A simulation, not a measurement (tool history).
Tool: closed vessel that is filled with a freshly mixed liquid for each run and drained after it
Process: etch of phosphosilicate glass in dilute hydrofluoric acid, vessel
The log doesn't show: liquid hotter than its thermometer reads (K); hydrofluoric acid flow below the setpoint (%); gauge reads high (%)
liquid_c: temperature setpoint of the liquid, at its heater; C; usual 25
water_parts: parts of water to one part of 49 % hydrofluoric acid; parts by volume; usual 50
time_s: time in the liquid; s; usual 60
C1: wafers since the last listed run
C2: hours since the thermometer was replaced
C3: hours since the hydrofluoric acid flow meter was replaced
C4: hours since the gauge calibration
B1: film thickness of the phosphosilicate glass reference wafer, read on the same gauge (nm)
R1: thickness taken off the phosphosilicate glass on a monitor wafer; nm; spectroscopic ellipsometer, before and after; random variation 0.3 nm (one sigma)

{"run": 1, "day": 0.0, "liquid_c": 25, "water_parts": 50, "time_s": 60, "C1": 0, "C2": 1007.2, "C3": 892.8, "C4": 252.7, "B1": 30.03, "R1": 82.03}
{"run": 2, "day": 6.975, "liquid_c": 25, "water_parts": 50, "time_s": 60, "C1": 19240, "C2": 1174.6, "C3": 1060.2, "C4": 420.1, "B1": 30.01, "R1": 82.66}
{"run": 3, "day": 8.896, "liquid_c": 25, "water_parts": 50, "time_s": 60, "C1": 5298, "C2": 1220.7, "C3": 1106.3, "C4": 466.2, "B1": 30, "R1": 82.59}
{"run": 4, "day": 11.188, "liquid_c": 25, "water_parts": 50, "time_s": 60, "C1": 6321, "C2": 1275.7, "C3": 1161.3, "C4": 521.2, "B1": 30.01, "R1": 83.02}
{"run": 5, "day": 13.542, "liquid_c": 25, "water_parts": 50, "time_s": 60, "C1": 6493, "C2": 1332.2, "C3": 1217.8, "C4": 577.7, "B1": 29.98, "R1": 83.24}
{"run": 6, "day": 17.688, "liquid_c": 29, "water_parts": 50, "time_s": 40, "C1": 11436, "C2": 1431.7, "C3": 1317.3, "C4": 677.2, "B1": 30, "R1": 65.29}
{"run": 7, "day": 21.975, "liquid_c": 25, "water_parts": 50, "time_s": 60, "C1": 11826, "C2": 1534.6, "C3": 1420.2, "C4": 780.1, "B1": 30.06, "R1": 83.2}
{"run": 8, "day": 24.738, "liquid_c": 29, "water_parts": 60, "time_s": 30, "C1": 7620, "C2": 1600.9, "C3": 1486.5, "C4": 846.4, "B1": 29.98, "R1": 40.29}
{"run": 9, "day": 27.846, "liquid_c": 25, "water_parts": 25, "time_s": 85, "C1": 8574, "C2": 1675.5, "C3": 1561.1, "C4": 921, "B1": 30, "R1": 245.52}
{"day": 28.75, "done": "gauge calibrated"}
{"run": 10, "day": 30.225, "liquid_c": 25, "water_parts": 50, "time_s": 60, "C1": 6562, "C2": 1732.6, "C3": 1618.2, "C4": 35.4, "B1": 29.95, "R1": 83.68}
{"day": 30.442, "done": "hydrofluoric acid flow meter replaced"}
{"day": 32.354, "done": "thermometer replaced"}
{"run": 11, "day": 34.067, "liquid_c": 26.5, "water_parts": 60, "time_s": 90, "C1": 10367, "C2": 41.1, "C3": 87, "C4": 127.6, "B1": 30.02, "R1": 105.36}
{"run": 12, "day": 36.742, "liquid_c": 25, "water_parts": 55, "time_s": 60, "C1": 7378, "C2": 105.3, "C3": 151.2, "C4": 191.8, "B1": 29.96, "R1": 72.86}
{"run": 13, "day": 38.683, "liquid_c": 25, "water_parts": 50, "time_s": 60, "C1": 5356, "C2": 151.9, "C3": 197.8, "C4": 238.4, "B1": 30.01, "R1": 80.46}
{"run": 14, "day": 42.117, "liquid_c": 23, "water_parts": 30, "time_s": 60, "C1": 9470, "C2": 234.3, "C3": 280.2, "C4": 320.8, "B1": 30.01, "R1": 126.55}
{"run": 15, "day": 44.329, "liquid_c": 25, "water_parts": 25, "time_s": 60, "C1": 6103, "C2": 287.4, "C3": 333.3, "C4": 373.9, "B1": 30.03, "R1": 167.26}

Some steps in R1 between neighbouring runs. How much of each would the tool show without its hidden state too (settings, what came in, random variation), and how much is left for the hidden state, with any gauge scatter that isn't in both results?
Run 8 -> 9: liquid_c 29 -> 25, water_parts 60 -> 25, time_s 30 -> 85. R1 +205.23 nm: hidden state +10.26, all else +194.97.

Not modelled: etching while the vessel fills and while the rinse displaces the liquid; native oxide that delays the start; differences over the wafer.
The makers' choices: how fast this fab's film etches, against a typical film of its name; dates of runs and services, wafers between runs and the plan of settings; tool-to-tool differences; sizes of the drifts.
